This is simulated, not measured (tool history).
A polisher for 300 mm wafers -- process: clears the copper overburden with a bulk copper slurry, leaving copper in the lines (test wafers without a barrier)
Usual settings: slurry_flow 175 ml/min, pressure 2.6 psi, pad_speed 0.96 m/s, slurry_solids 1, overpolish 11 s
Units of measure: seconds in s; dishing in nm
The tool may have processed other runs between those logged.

| run | day | slurry_flow | pressure | pad_speed | slurry_solids | overpolish | wafers since the last listed run | wafers polished on this pad | hours since the slurry nozzle was cleaned | hours since the head pressure was calibrated | hours since the slurry blender was calibrated | incoming thickness of the incoming film, nm | seconds | dishing |
|---|---|---|---|---|---|---|---|---|---|---|---|---|---|---|
| 1 | 0 | 175 | 3 | 0.72 | 1 | 11 | 0 | 288 | 15.2 | 635.5 | 268.6 | 690.8 | 86.3 | 43.6 |
| 2 | 0.538 | 205 | 2.6 | 0.96 | 1 | 11 | 147 | 435 | 28.1 | 648.4 | 281.5 | 675.9 | 79.4 | 44.7 |
|  | 1.046 | head pressure recalibrated |
| 3 | 1.2 | 205 | 2.6 | 0.96 | 1 | 11 | 158 | 594 | 44 | 3.7 | 297.4 | 680 | 71.1 | 49.9 |
| 4 | 1.521 | 205 | 2.6 | 0.96 | 1 | 11 | 87 | 682 | 51.7 | 11.4 | 305.1 | 681 | 72.6 | 49.2 |
| 5 | 2.054 | 175 | 2.6 | 0.96 | 1 | 11 | 146 | 828 | 64.5 | 24.2 | 317.9 | 689.5 | 74.3 | 48.7 |
| 6 | 2.7 | 175 | 2.6 | 0.96 | 1 | 11 | 176 | 1005 | 80 | 39.7 | 333.4 | 676.5 | 72.9 | 48.1 |
| 7 | 3.288 | 175 | 2.6 | 0.96 | 1 | 11 | 160 | 1166 | 94.1 | 53.8 | 347.5 | 677.1 | 74.1 | 47.4 |
|  | 3.454 | worn pad replaced by a new one |
| 8 | 3.788 | 175 | 2.6 | 1.08 | 0.75 | 11 | 91 | 90 | 106.1 | 65.8 | 359.5 | 678.4 | 76.5 | 46.2 |
| 9 | 4.725 | 175 | 1.8 | 1.2 | 0.85 | 11 | 256 | 347 | 128.6 | 88.3 | 382 | 684.3 | 98.5 | 37.9 |
| 10 | 5.117 | 175 | 2.6 | 0.96 | 1 | 11 | 107 | 454 | 138 | 97.7 | 391.4 | 685.1 | 77.4 | 46.8 |
| 11 | 5.762 | 135 | 2.6 | 0.76 | 1.2 | 8 | 176 | 631 | 153.5 | 113.2 | 406.9 | 681.2 | 88.3 | 33.7 |
| 12 | 6.392 | 195 | 2.6 | 1.22 | 1 | 17 | 172 | 804 | 168.6 | 128.3 | 422 | 678.5 | 65.8 | 67.9 |
| 13 | 6.992 | 175 | 2.6 | 0.96 | 1 | 11 | 164 | 968 | 183 | 142.7 | 436.4 | 673.7 | 77 | 46.2 |
| 14 | 7.479 | 175 | 2.6 | 0.96 | 1 | 11 | 133 | 1102 | 194.7 | 154.4 | 448.1 | 692.8 | 78.6 | 45.9 |
| 15 | 7.812 | 175 | 2.6 | 0.96 | 1 | 11 | 91 | 1193 | 202.7 | 162.4 | 456.1 | 682.4 | 77.7 | 45.4 |
|  | 8.15 | slurry blender recalibrated |
| 16 | 8.208 | 230 | 2.6 | 0.96 | 0.75 | 16 | 85 | 1278 | 212.2 | 171.9 | 1.4 | 667.6 | 81.6 | 57.6 |
| 17 | 8.712 | 175 | 3 | 0.96 | 0.7 | 11 | 138 | 1417 | 224.3 | 184 | 13.5 | 674.3 | 74.7 | 47.1 |
| 18 | 8.967 | 175 | 2.6 | 0.96 | 1 | 11 | 69 | 1486 | 230.4 | 190.1 | 19.6 | 676.4 | 79 | 46.1 |
|  | 9.292 | worn pad replaced by a new one |
| 19 | 10.229 | 220 | 2.3 | 0.96 | 1.25 | 11 | 300 | 256 | 260.7 | 220.4 | 49.9 | 677.2 | 80.5 | 44.5 |
| 20 | 10.95 | 220 | 2.6 | 0.96 | 0.9 | 11 | 197 | 454 | 278 | 237.7 | 67.2 | 685.7 | 80.8 | 45.5 |
| 21 | 11.233 | 175 | 2.9 | 0.96 | 1 | 11 | 77 | 531 | 284.8 | 244.5 | 74 | 673.4 | 70.6 | 48.9 |
| 22 | 11.871 | 175 | 2.6 | 0.96 | 1 | 11 | 174 | 706 | 300.1 | 259.8 | 89.3 | 680.3 | 80.7 | 44.9 |
| 23 | 12.454 | 140 | 1.9 | 0.96 | 1 | 11 | 159 | 866 | 314.1 | 273.8 | 103.3 | 672 | 114.8 | 33.4 |
| 24 | 12.946 | 175 | 2.6 | 0.96 | 1 | 11 | 134 | 1000 | 325.9 | 285.6 | 115.1 | 676.5 | 80.5 | 44.2 |
| 25 | 13.338 | 140 | 2.1 | 0.96 | 1 | 8 | 107 | 1108 | 335.3 | 295 | 124.5 | 687 | 107.3 | 28.2 |
| 26 | 13.883 | 175 | 2.6 | 0.96 | 1.15 | 11 | 149 | 1257 | 348.4 | 308.1 | 137.6 | 670.3 | 78.2 | 46.5 |
| 27 | 14.183 | 225 | 2.6 | 0.96 | 1 | 16 | 82 | 1339 | 355.6 | 315.3 | 144.8 | 678.9 | 78.9 | 58 |

Give the tool's hidden conditions for every run:
removal rate lost through wear of the pad, %: 0 across all the runs
abrasive missing from the slurry, %: 0 across all the runs
H1: slurry flow missing at the pad, %
H2: deviation of the head's pressure from its setpoint, %
| run | H1 | H2 |
|---|---|---|
| 1 | 0.385 | -11.2 |
| 2 | 0.456 | -11.2 |
| 3 | 0.601 | 0.215 |
| 4 | 0.695 | -0.168 |
| 5 | 0.884 | -0.778 |
| 6 | 1.17 | -1.48 |
| 7 | 1.48 | -2.07 |
| 8 | 1.79 | -2.55 |
| 9 | 2.46 | -3.4 |
| 10 | 2.78 | -3.73 |
| 11 | 3.35 | -4.25 |
| 12 | 3.97 | -4.72 |
| 13 | 4.61 | -5.15 |
| 14 | 5.17 | -5.47 |
| 15 | 5.58 | -5.69 |
| 16 | 6.08 | -5.94 |
| 17 | 6.75 | -6.24 |
| 18 | 7.1 | -6.38 |
| 19 | 8.99 | -7.06 |
| 20 | 10.2 | -7.41 |
| 21 | 10.7 | -7.54 |
| 22 | 11.8 | -7.82 |
| 23 | 12.9 | -8.06 |
| 24 | 13.9 | -8.26 |
| 25 | 14.6 | -8.41 |
| 26 | 15.8 | -8.6 |
| 27 | 16.4 | -8.71 |
